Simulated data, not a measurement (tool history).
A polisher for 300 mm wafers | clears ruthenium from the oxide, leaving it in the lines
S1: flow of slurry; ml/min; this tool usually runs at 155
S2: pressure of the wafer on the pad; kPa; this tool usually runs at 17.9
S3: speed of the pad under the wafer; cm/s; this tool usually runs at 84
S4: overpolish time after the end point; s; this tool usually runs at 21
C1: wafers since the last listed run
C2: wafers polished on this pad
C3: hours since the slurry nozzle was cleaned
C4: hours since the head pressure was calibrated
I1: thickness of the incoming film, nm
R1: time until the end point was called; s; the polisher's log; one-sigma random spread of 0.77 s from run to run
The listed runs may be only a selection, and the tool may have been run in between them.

run	hour	S1	S2	S3	S4	C1	C2	C3	C4	I1	R1
1	0	155	17.9	76	21	0	129	70.2	925.9	129.7	90.9
2	36.7	155	17.9	76	21	172	302	106.9	962.6	130.3	93.3
3	72.6	155	17.9	76	21	168	470	142.8	998.5	128	92.3
4	138.5	155	17.9	96	21	309	780	208.7	1064.4	127.8	75.9
5	172	155	17.9	96	21	157	938	242.2	1097.9	130.3	77.7
# hour 185.3: worn pad replaced by a new one
6	234.3	155	17.9	96	21	274	230	304.5	1160.2	128.5	71.4
7	266.2	155	17.9	102	21	149	380	336.4	1192.1	130.4	69
8	325.6	155	17.9	102	21	279	659	395.8	1251.5	128.4	70.3
9	381.5	155	17.9	84	26	262	921	451.7	1307.4	129.2	86.7
# hour 391.2: worn pad replaced by a new one
10	408.6	155	17.9	84	26	108	81	478.8	1334.5	131.2	84.6
11	439.1	155	17.9	84	26	143	225	509.3	1365	130.7	85.6
12	477.7	155	17.9	84	21	181	406	547.9	1403.6	130.3	85.8
# hour 492.3: head pressure recalibrated
13	523.7	155	17.9	84	21	206	613	593.9	31.4	129.6	86.8
# hour 582.8: slurry nozzle cleaned
14	583.3	155	14.5	84	21	275	888	0.5	91	131.7	111.6
# hour 600.5: worn pad replaced by a new one
15	635.6	135	13.8	60	25	227	164	52.8	143.3	128.1	155.8
16	675.8	155	17.9	104	13	188	353	93	183.5	132.2	69.1
17	700.9	155	17.9	84	21	117	471	118.1	208.6	131.3	86.6
18	739	115	12.4	64	33	179	650	156.2	246.7	128.8	172.1
19	799.9	130	15.9	84	12	286	937	217.1	307.6	130.2	105
20	825.7	185	23.4	68	13	121	1058	242.9	333.4	131.3	82.2
# hour 845.5: worn pad replaced by a new one
21	891.5	155	17.9	84	14	290	216	308.7	399.2	131.7	85.4
22	942.4	195	15.2	94	33	239	455	359.6	450.1	130.8	88.4
23	974.3	155	14.5	84	21	149	605	391.5	482	129.9	106.4
24	1022.5	155	17.9	94	34	226	831	439.7	530.2	132.2	78.5
# hour 1058.4: worn pad replaced by a new one
25	1071.3	140	17.9	76	21	210	60	488.5	579	129.1	92.7
26	1119	125	14.5	62	30	224	284	536.2	626.7	132.3	149.9

Some steps in R1, run to run, broken into two amounts with sign: the step expected even without the hidden condition (settings, incoming material, random variation), and the rest, left for the hidden condition together with whatever gauge scatter is not in both the measured and the hidden-condition-free result:
Hidden state present: removal rate lost through wear of the pad, %; slurry flow missing at the pad, %; deviation of the head's pressure from its setpoint, %.
Run 15 -> 16: S1 135 -> 155, S2 13.8 -> 17.9, S3 60 -> 104, S4 25 -> 13. R1 -86.7 s: hidden state -1.3, all else -85.4.
Run 17 -> 18: S1 155 -> 115, S2 17.9 -> 12.4, S3 84 -> 64, S4 21 -> 33. R1 +85.5 s: hidden state +5.9, all else +79.6.
Run 20 -> 21: S1 185 -> 155, S2 23.4 -> 17.9, S3 68 -> 84, S4 13 -> 14, worn pad replaced by a new one. R1 +3.2 s: hidden state -5.6, all else +8.8.
